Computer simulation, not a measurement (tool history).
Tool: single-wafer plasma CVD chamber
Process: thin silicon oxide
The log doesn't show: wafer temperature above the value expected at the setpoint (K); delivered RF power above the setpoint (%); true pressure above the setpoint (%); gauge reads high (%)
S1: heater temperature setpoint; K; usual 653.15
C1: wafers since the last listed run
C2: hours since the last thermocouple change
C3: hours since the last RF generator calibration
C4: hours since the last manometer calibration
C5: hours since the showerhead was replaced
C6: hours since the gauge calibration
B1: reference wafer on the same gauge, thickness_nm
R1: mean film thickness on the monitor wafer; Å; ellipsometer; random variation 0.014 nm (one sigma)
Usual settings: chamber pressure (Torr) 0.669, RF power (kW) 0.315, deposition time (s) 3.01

Run 1, hour 0: usual settings; C1 0; C2 1974.7; C3 624.3; C4 2050.4; C5 3978.5; C6 437.5; B1 4.752. Result: R1 45.58 Å.
At hour 14.4: gauge calibrated.
Run 2, hour 32.5: usual settings; C1 1464; C2 2007.2; C3 656.8; C4 2082.9; C5 4011; C6 18.1; B1 4.748. Result: R1 45.54 Å.
Run 3, hour 61.7: usual settings but deposition time (s) 2.58; C1 1315; C2 2036.4; C3 686; C4 2112.1; C5 4040.2; C6 47.3; B1 4.751. Result: R1 39.08 Å.
Run 4, hour 76.3: usual settings but deposition time (s) 2.58; C1 657; C2 2051; C3 700.6; C4 2126.7; C5 4054.8; C6 61.9; B1 4.75. Result: R1 39.12 Å.
Run 5, hour 89: usual settings but deposition time (s) 2.58; C1 572; C2 2063.7; C3 713.3; C4 2139.4; C5 4067.5; C6 74.6; B1 4.745. Result: R1 39.15 Å.
Run 6, hour 156.3: usual settings but chamber pressure (Torr) 0.596; C1 3032; C2 2131; C3 780.6; C4 2206.7; C5 4134.8; C6 141.9; B1 4.748. Result: R1 40.36 Å.
Run 7, hour 169.7: usual settings; C1 603; C2 2144.4; C3 794; C4 2220.1; C5 4148.2; C6 155.3; B1 4.751. Result: R1 45.41 Å.
Run 8, hour 202.4: usual settings; C1 1473; C2 2177.1; C3 826.7; C4 2252.8; C5 4180.9; C6 188; B1 4.753. Result: R1 45.42 Å.
Run 9, hour 221.4: usual settings; C1 856; C2 2196.1; C3 845.7; C4 2271.8; C5 4199.9; C6 207; B1 4.755. Result: R1 45.63 Å.
At hour 249.4: capacitance manometer re-zeroed and calibrated.
Run 10, hour 253.1: usual settings; C1 1067; C2 2227.8; C3 877.4; C4 3.7; C5 4231.6; C6 238.7; B1 4.754. Result: R1 45.51 Å.
Run 11, hour 270.4: usual settings; C1 779; C2 2245.1; C3 894.7; C4 21; C5 4248.9; C6 256; B1 4.746. Result: R1 45.36 Å.
Run 12, hour 285.9: usual settings but S1 647.15 K, chamber pressure (Torr) 0.581, RF power (kW) 0.35, deposition time (s) 3.55; C1 698; C2 2260.6; C3 910.2; C4 36.5; C5 4264.4; C6 271.5; B1 4.755. Result: R1 48.11 Å.
Run 13, hour 309.3: usual settings but S1 640.15 K, chamber pressure (Torr) 0.789, RF power (kW) 0.26, deposition time (s) 3.33; C1 1054; C2 2284; C3 933.6; C4 59.9; C5 4287.8; C6 294.9; B1 4.758. Result: R1 56.61 Å.
At hour 335.1: showerhead replaced.
At hour 346.4: thermocouple changed; heater temperature recalibrated.
Run 14, hour 346.9: usual settings but chamber pressure (Torr) 0.716; C1 973; C2 0.5; C3 971.2; C4 97.5; C5 11.8; C6 332.5; B1 4.749. Result: R1 48.79 Å.
At hour 357.4: gauge calibrated.
Run 15, hour 358.8: usual settings; C1 536; C2 12.4; C3 983.1; C4 109.4; C5 23.7; C6 1.4; B1 4.749. Result: R1 45.54 Å.
At hour 402: RF generator calibrated.
Run 16, hour 438: usual settings but S1 662.15 K, RF power (kW) 0.26; C1 3207; C2 91.6; C3 36; C4 188.6; C5 102.9; C6 80.6; B1 4.748. Result: R1 44.02 Å.
Run 17, hour 472.3: usual settings but chamber pressure (Torr) 0.725; C1 1545; C2 125.9; C3 70.3; C4 222.9; C5 137.2; C6 114.9; B1 4.755. Result: R1 50.08 Å.
Run 18, hour 493.1: usual settings but S1 661.15 K, chamber pressure (Torr) 0.576, RF power (kW) 0.335, deposition time (s) 3.5; C1 937; C2 146.7; C3 91.1; C4 243.7; C5 158; C6 135.7; B1 4.747. Result: R1 46.81 Å.
Run 19, hour 507.9: usual settings but S1 643.15 K, deposition time (s) 3.21; C1 666; C2 161.5; C3 105.9; C4 258.5; C5 172.8; C6 150.5; B1 4.746. Result: R1 49.86 Å.
Run 20, hour 533.4: usual settings but deposition time (s) 2.58; C1 1148; C2 187; C3 131.4; C4 284; C5 198.3; C6 176; B1 4.747. Result: R1 39.76 Å.

The next listed run, before its measurement:
Run 21, hour 549.3: usual settings but deposition time (s) 3.56; C1 716; C2 202.9; C3 147.3; C4 299.9; C5 214.2; C6 191.9; B1 ?. Result: R1 ?.

{"run 21": {"B1": 4.753, "R1": 54.93}}
Without the tool's hidden state the same run would have given R1 55.37 Å.
